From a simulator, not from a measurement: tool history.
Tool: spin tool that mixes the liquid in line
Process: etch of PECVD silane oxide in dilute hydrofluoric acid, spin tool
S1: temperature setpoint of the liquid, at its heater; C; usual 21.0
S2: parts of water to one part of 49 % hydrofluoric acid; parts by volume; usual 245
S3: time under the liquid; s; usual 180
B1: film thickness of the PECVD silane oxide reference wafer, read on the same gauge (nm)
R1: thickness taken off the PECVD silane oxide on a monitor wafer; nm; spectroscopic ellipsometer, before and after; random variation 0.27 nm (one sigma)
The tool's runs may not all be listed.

| run | hour | S1 | S2 | S3 | B1 | R1 |
|---|---|---|---|---|---|---|
| 1 | 0.0 | 21.0 | 245 | 180 | 76.71 | 29.86 |
| 2 | 21.9 | 21.0 | 245 | 180 | 76.69 | 30.21 |
| 3 | 36.4 | 21.0 | 245 | 180 | 76.70 | 29.94 |
| 4 | 61.5 | 21.0 | 245 | 180 | 76.65 | 29.87 |
| 5 | 93.3 | 21.0 | 245 | 180 | 76.63 | 30.16 |
| 6 | 127.2 | 21.0 | 245 | 180 | 76.59 | 30.13 |
| 7 | 151.9 | 21.0 | 245 | 180 | 76.57 | 30.37 |
| 8 | 173.5 | 21.0 | 245 | 180 | 76.56 | 29.92 |
| 9 | 209.1 | 22.0 | 245 | 180 | 76.54 | 31.22 |
| 10 | 241.1 | 21.0 | 275 | 180 | 76.49 | 26.25 |
| 11 | 260.5 | 21.0 | 245 | 260 | 76.49 | 43.03 |
|  | 284.6 | thermometer replaced |
| 12 | 285.1 | 25.5 | 185 | 180 | 76.47 | 49.14 |
| 13 | 319.9 | 21.0 | 245 | 180 | 76.46 | 30.02 |
|  | 389.5 | hydrofluoric acid flow meter replaced |
| 14 | 394.7 | 24.0 | 245 | 180 | 76.40 | 33.08 |
|  | 410.1 | gauge calibrated |
| 15 | 420.8 | 21.0 | 140 | 180 | 80.41 | 61.56 |
| 16 | 446.6 | 21.0 | 245 | 180 | 80.18 | 32.11 |
| 17 | 458.9 | 21.0 | 315 | 180 | 80.08 | 23.04 |
| 18 | 475.8 | 18.0 | 155 | 180 | 79.91 | 47.83 |
| 19 | 501.6 | 24.0 | 245 | 140 | 79.71 | 27.69 |
| 20 | 527.3 | 21.0 | 245 | 95 | 79.48 | 16.37 |
| 21 | 577.8 | 25.0 | 135 | 140 | 79.12 | 56.53 |
| 22 | 599.9 | 24.5 | 315 | 110 | 78.99 | 15.71 |
| 23 | 617.8 | 23.5 | 200 | 150 | 78.88 | 36.08 |
| 24 | 649.6 | 21.0 | 155 | 180 | 78.68 | 53.21 |
| 25 | 676.4 | 21.0 | 245 | 180 | 78.52 | 30.54 |
| 26 | 708.1 | 21.0 | 245 | 180 | 78.37 | 30.68 |
| 27 | 726.1 | 21.0 | 245 | 180 | 78.28 | 31.22 |
| 28 | 741.1 | 25.5 | 290 | 215 | 78.20 | 34.92 |
| 29 | 775.1 | 17.5 | 165 | 125 | 78.05 | 29.93 |
| 30 | 789.2 | 17.0 | 185 | 245 | 77.99 | 49.47 |
|  | 812.9 | thermometer replaced |
| 31 | 821.4 | 22.5 | 315 | 275 | 77.86 | 36.10 |
| 32 | 847.6 | 21.0 | 245 | 180 | 77.78 | 30.66 |
| 33 | 867.5 | 21.0 | 245 | 180 | 77.70 | 30.46 |

Some steps in R1 between neighbouring runs. How much of each would the tool show without its hidden state too (settings, what came in, random variation), and how much is left for the hidden state, with any gauge scatter that isn't in both results?
The hidden state here: liquid hotter than its thermometer reads (K); hydrofluoric acid flow above the setpoint (%); gauge reads high (%).
Run 10 -> 11: S2 275 -> 245, S3 180 -> 260. R1 +16.78 nm: hidden state -0.77, all else +17.55.
Run 12 -> 13: S1 25.5 -> 21.0, S2 185 -> 245. R1 -19.12 nm: hidden state +0.88, all else -20.00.
Run 14 -> 15: S1 24.0 -> 21.0, S2 245 -> 140, gauge calibrated. R1 +28.48 nm: hidden state +1.88, all else +26.60.
Run 15 -> 16: S2 140 -> 245. R1 -29.45 nm: hidden state -0.26, all else -29.19.
Run 20 -> 21: S1 21.0 -> 25.0, S2 245 -> 135, S3 95 -> 140. R1 +40.16 nm: hidden state -0.51, all else +40.67.
Run 21 -> 22: S1 25.0 -> 24.5, S2 135 -> 315, S3 140 -> 110. R1 -40.82 nm: hidden state +0.42, all else -41.24.
